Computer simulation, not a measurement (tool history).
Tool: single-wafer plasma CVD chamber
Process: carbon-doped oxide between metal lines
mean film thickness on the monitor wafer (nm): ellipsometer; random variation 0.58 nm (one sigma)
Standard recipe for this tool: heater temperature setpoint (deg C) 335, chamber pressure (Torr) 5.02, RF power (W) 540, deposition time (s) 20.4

run   hour  heater temperature setpoint (deg C)  chamber pressure (Torr)  RF power (W)  deposition time (s)  wafers since the last listed run  hours since the last thermocouple change  hours since the last RF generator calibration  hours since the last manometer calibration  hours since the showerhead was replaced  hours since the gauge calibration  read-back reference wafer on the same gauge, thickness_nm  mean film thickness on the monitor wafer (nm)
  1      0                                  335                     5.02           540                 20.4                                 0                                      2482                                           1489                                      2231.5                                     6744                              774.7                                                     99.022                                          95.46
  2   22.9                                  344                     5.02           540                 20.4                               716                                    2504.9                                         1511.9                                      2254.4                                   6766.9                              797.6                                                     98.975                                         93.341
  3   36.3                                  335                     4.47           540                 20.4                               419                                    2518.3                                         1525.3                                      2267.8                                   6780.3                                811                                                     99.096                                         95.954
  4   50.9                                  335                     4.47           540                 20.4                               456                                    2532.9                                         1539.9                                      2282.4                                   6794.9                              825.6                                                     99.115                                         95.779
  5   71.4                                  335                     5.02           575                 20.4                               641                                    2553.4                                         1560.4                                      2302.9                                   6815.4                              846.1                                                     99.165                                         99.769
  6  104.3                                  335                     5.02           575                 20.4                              1028                                    2586.3                                         1593.3                                      2335.8                                   6848.3                                879                                                     99.054                                         99.691
  7  117.5                                  335                     5.02           575                 20.4                               412                                    2599.5                                         1606.5                                        2349                                   6861.5                              892.2                                                     98.906                                          99.69
     119.5  -- gauge calibrated
  8  148.8                                  335                     6.09           590                 23.5                               978                                    2630.8                                         1637.8                                      2380.3                                   6892.8                               29.3                                                     98.894                                        118.615
     173.8  -- RF generator calibrated
  9  183.9                                  335                     4.03           540                 22.9                               847                                    2665.9                                           10.1                                      2415.4                                   6927.9                               64.4                                                     98.957                                        110.171
     226.7  -- thermocouple changed; heater temperature recalibrated
     273.2  -- showerhead replaced
 10  273.7                                  346                      4.4           540                 20.4                              2308                                        47                                           99.9                                      2505.2                                      0.5                              154.2                                                     98.931                                         96.606
 11  293.9                                  327                     6.08           540                 20.4                               631                                      67.2                                          120.1                                      2525.4                                     20.7                              174.4                                                     99.052                                        104.244
 12  361.8                                  335                     4.06           540                 20.4                              2123                                     135.1                                            188                                      2593.3                                     88.6                              242.3                                                     98.887                                         98.677
 13  393.8                                  335                      6.2           645                 20.4                              1000                                     167.1                                            220                                      2625.3                                    120.6                              274.3                                                         99                                         114.21
 14  407.3                                  335                     5.02           540                 17.3                               422                                     180.6                                          233.5                                      2638.8                                    134.1                              287.8                                                     98.986                                         85.389
 15  439.8                                  335                     5.02           540                 20.4                              1016                                     213.1                                            266                                      2671.3                                    166.6                              320.3                                                     98.932                                        100.479
 16  474.6                                  335                     5.98           460                 17.7                              1088                                     247.9                                          300.8                                      2706.1                                    201.4                              355.1                                                     98.951                                         80.139
 17  507.2                                  335                     4.04           500                 20.4                              1019                                     280.5                                          333.4                                      2738.7                                      234                              387.7                                                     99.105                                         93.744
 18  534.5                                  341                     5.95           435                 22.9                               853                                     307.8                                          360.7                                        2766                                    261.3                                415                                                     99.099                                         98.504
 19  569.6                                  335                     5.02           540                 20.4                              1097                                     342.9                                          395.8                                      2801.1                                    296.4                              450.1                                                     98.981                                        101.248
     600.2  -- capacitance manometer re-zeroed and calibrated
 20  602.5                                  323                     4.42           540                 23.3                               778                                     375.8                                          428.7                                         2.3                                    329.3                                483                                                     98.981                                        117.854
 21  620.3                                  335                     5.02           540                 20.4                               556                                     393.6                                          446.5                                        20.1                                    347.1                              500.8                                                      99.14                                         99.981
 22  647.3                                  335                     5.02           540                 20.4                               844                                     420.6                                          473.5                                        47.1                                    374.1                              527.8                                                     99.098                                        100.285
 23  680.9                                  348                     5.02           540                 22.9                              1050                                     454.2                                          507.1                                        80.7                                    407.7                              561.4                                                     99.108                                        108.369
 24  713.5                                  335                     5.02           540                 20.4                              1019                                     486.8                                          539.7                                       113.3                                    440.3                                594                                                     98.898                                        100.403
 25  742.7                                  326                     5.02           500                 18.8                               913                                       516                                          568.9                                       142.5                                    469.5                              623.2                                                     99.165                                         89.943
 26  772.3                                  335                     5.02           540                 19.2                               925                                     545.6                                          598.5                                       172.1                                    499.1                              652.8                                                     99.089                                         95.568

What does the tool deliver on the next run?
 27  796.9                                  335                     5.02           620                 20.4                               769                                     570.2                                          623.1                                       196.7                                    523.7                              677.4                                                          ?                                              ?

{"run 27": {"read-back reference wafer on the same gauge, thickness_nm": 98.929, "mean film thickness on the monitor wafer (nm)": 108.068}}
If the tool had no hidden condition, the same run with the same run-to-run variation would have returned mean film thickness on the monitor wafer (nm) 109.096.
